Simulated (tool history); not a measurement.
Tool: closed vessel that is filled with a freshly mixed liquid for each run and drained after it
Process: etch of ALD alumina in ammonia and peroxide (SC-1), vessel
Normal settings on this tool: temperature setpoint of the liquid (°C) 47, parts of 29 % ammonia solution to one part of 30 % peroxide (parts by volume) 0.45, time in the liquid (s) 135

run   hour  temperature setpoint of the liquid (°C)  parts of 29 % ammonia solution to one part of 30 % peroxide (parts by volume)  time in the liquid (s)  read-back film thickness of the ALD alumina reference wafer, read on the same gauge (nm)  thickness taken off the ALD alumina on a monitor wafer (angstrom)
  1      0                                       47                                                                           0.45                     195                                                                                     60.03                                                              103.3
  2   51.3                                       47                                                                           0.45                     195                                                                                     60.02                                                              101.5
  3   91.9                                       47                                                                           0.45                     135                                                                                     60.01                                                               70.5
  4  176.1                                       47                                                                           0.45                      90                                                                                     60.01                                                               47.2
  5  283.8                                       47                                                                           0.45                      90                                                                                     60.02                                                               46.6
     309.5  -- gauge calibrated
  6  327.1                                       47                                                                           0.45                      90                                                                                     60.02                                                               46.5
     373.8  -- new drum of ammonia solution connected
  7  421.1                                       47                                                                           0.45                     135                                                                                        60                                                               69.7
  8  498.4                                       47                                                                           0.25                     135                                                                                     60.01                                                               65.6
  9  546.4                                       47                                                                           0.45                     135                                                                                     59.99                                                               68.9
     588.5  -- ammonia flow meter replaced
     608.3  -- thermometer replaced
 10  608.8                                       47                                                                            0.6                     135                                                                                     59.99                                                               67.3
 11  713.4                                     51.5                                                                           0.45                      60                                                                                        60                                                               37.3
       727  -- thermometer replaced, repeated, since the last time left the tool worse
 12  793.6                                       47                                                                           0.45                     195                                                                                        60                                                              103.3
 13  885.2                                       47                                                                            0.3                     135                                                                                        60                                                               68.5
     943.8  -- new drum of ammonia solution connected
 14  954.4                                       55                                                                           0.35                     135                                                                                     59.99                                                              108.1

What if the next run were any one of these 4? Each begins from the tool's condition after run 14:
  A  955.1                                       47                                                                           0.45                     135                                                                                         ?                                                                  ?
  B  955.1                                       52                                                                           0.45                     105                                                                                         ?                                                                  ?
  C  955.1                                     39.5                                                                           0.45                     205                                                                                         ?                                                                  ?
  D  955.1                                       54                                                                           0.45                     135                                                                                         ?                                                                  ?

run  read-back film thickness of the ALD alumina reference wafer, read on the same gauge (nm)  thickness taken off the ALD alumina on a monitor wafer (angstrom)
  A                                                                                     60.02                                                               71.1
  B                                                                                     60.02                                                               72.9
  C                                                                                     60.02                                                                 70
  D                                                                                     60.02                                                              104.5
The same runs, with their run-to-run variation unchanged, on a tool lacking any hidden condition would have given:
run  thickness taken off the ALD alumina on a monitor wafer (angstrom)
  A                                                               72.6
  B                                                               74.4
  C                                                               71.5
  D                                                              106.6
